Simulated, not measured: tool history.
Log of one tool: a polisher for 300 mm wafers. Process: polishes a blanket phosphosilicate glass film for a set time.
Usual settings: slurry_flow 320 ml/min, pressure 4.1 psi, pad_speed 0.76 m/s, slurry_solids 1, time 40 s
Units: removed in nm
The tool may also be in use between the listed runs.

run	hour	slurry_flow	pressure	pad_speed	slurry_solids	time	incoming thickness of the incoming film, nm	removed
1	0	320	5.1	0.76	1	33	4508.4	371.9
# hour 40.1: head pressure recalibrated
2	56.9	320	5.1	0.76	1	33	4517.6	372.3
# hour 98.3: slurry blender recalibrated
# hour 100.4: slurry nozzle cleaned
3	104.8	320	4.1	0.76	1.2	40	4646.5	406.9
4	142.3	320	4.1	0.76	1.2	40	4520.9	406.3
5	181.3	255	4.1	0.92	1	40	4526.8	415.5
# hour 193.8: worn pad replaced by a new one
6	248.3	255	4.1	0.92	1	40	4585.6	410.5
7	290.9	255	4.1	0.92	1	40	4501.5	405.9
8	332.7	320	4.1	0.76	1.15	40	4632.7	378.5
# hour 379.6: conditioning disc replaced and pad reconditioned
9	380.1	320	4.1	0.76	1	40	4580	373
# hour 382.1: head pressure recalibrated
# hour 401.2: slurry nozzle cleaned
# hour 425.3: worn pad replaced by a new one
10	430.1	320	4.1	0.76	1	40	4592.2	373.1
# hour 470.7: slurry blender recalibrated
11	501.6	320	4.1	0.76	1	40	4557.6	372.2
12	544.7	320	4.1	0.76	1	40	4556.3	371.1
13	601.7	320	4.1	0.76	1	40	4606.5	365.3
14	627.5	355	4.1	0.76	1	40	4453.9	364.5
# hour 664.8: slurry nozzle cleaned
# hour 666.2: worn pad replaced by a new one
15	668.9	320	4.1	0.76	1.25	40	4476.7	398.3
16	736.4	320	5.1	0.76	0.7	40	4631.1	338.6
# hour 739.2: head pressure recalibrated
# hour 764.4: conditioning disc replaced and pad reconditioned
17	770.4	230	5.5	0.76	0.75	54	4502.7	532.4
# hour 782.4: slurry blender recalibrated
18	799.4	320	5.1	0.76	1	33	4551.7	370.3
19	823.5	320	4.1	0.62	1	40	4564.2	328.4
# hour 891.6: worn pad replaced by a new one
20	892.1	355	3.2	0.76	1.2	40	4584.1	345.9
21	961.1	320	4.1	0.76	1	40	4534.5	369.5
# hour 967.1: slurry nozzle cleaned
22	1011.6	320	2.7	0.76	1	40	4582.5	276.1
23	1051.4	245	5.4	0.76	1.2	29	4601.4	341.1
# hour 1115.3: slurry blender recalibrated
24	1117.2	385	4.1	0.56	0.85	45	4577.4	294.6
# hour 1121.3: head pressure recalibrated
# hour 1150.2: worn pad replaced by a new one
25	1150.7	320	3.7	0.76	1	40	4566.6	323.5
# hour 1203.2: conditioning disc replaced and pad reconditioned
26	1207.2	320	4.1	0.76	0.85	40	4555.9	355.7

Measured less the same run without the tool's hidden state. The same run-to-run variation is in both; the gauge's scatter may not be:
The hidden state here: removal rate lost through wear of the pad, %; slurry flow missing at the pad, %; deviation of the head's pressure from its setpoint, %; abrasive missing from the slurry, %; time polished since the conditioner stopped cutting, s.
run	removed
1	-7
2	-8.6
3	-10.5
4	-13.1
5	-20.1
6	-29
7	-35.5
8	-33.9
9	-9
10	-9.6
11	-12.3
12	-15.1
13	-19.6
14	-22.1
15	-29.3
16	-38.5
17	-5.6
18	-4
19	-2.9
20	-5.4
21	-11.8
22	-9.5
23	-23.9
24	-18.5
25	-28.9
26	-0.1

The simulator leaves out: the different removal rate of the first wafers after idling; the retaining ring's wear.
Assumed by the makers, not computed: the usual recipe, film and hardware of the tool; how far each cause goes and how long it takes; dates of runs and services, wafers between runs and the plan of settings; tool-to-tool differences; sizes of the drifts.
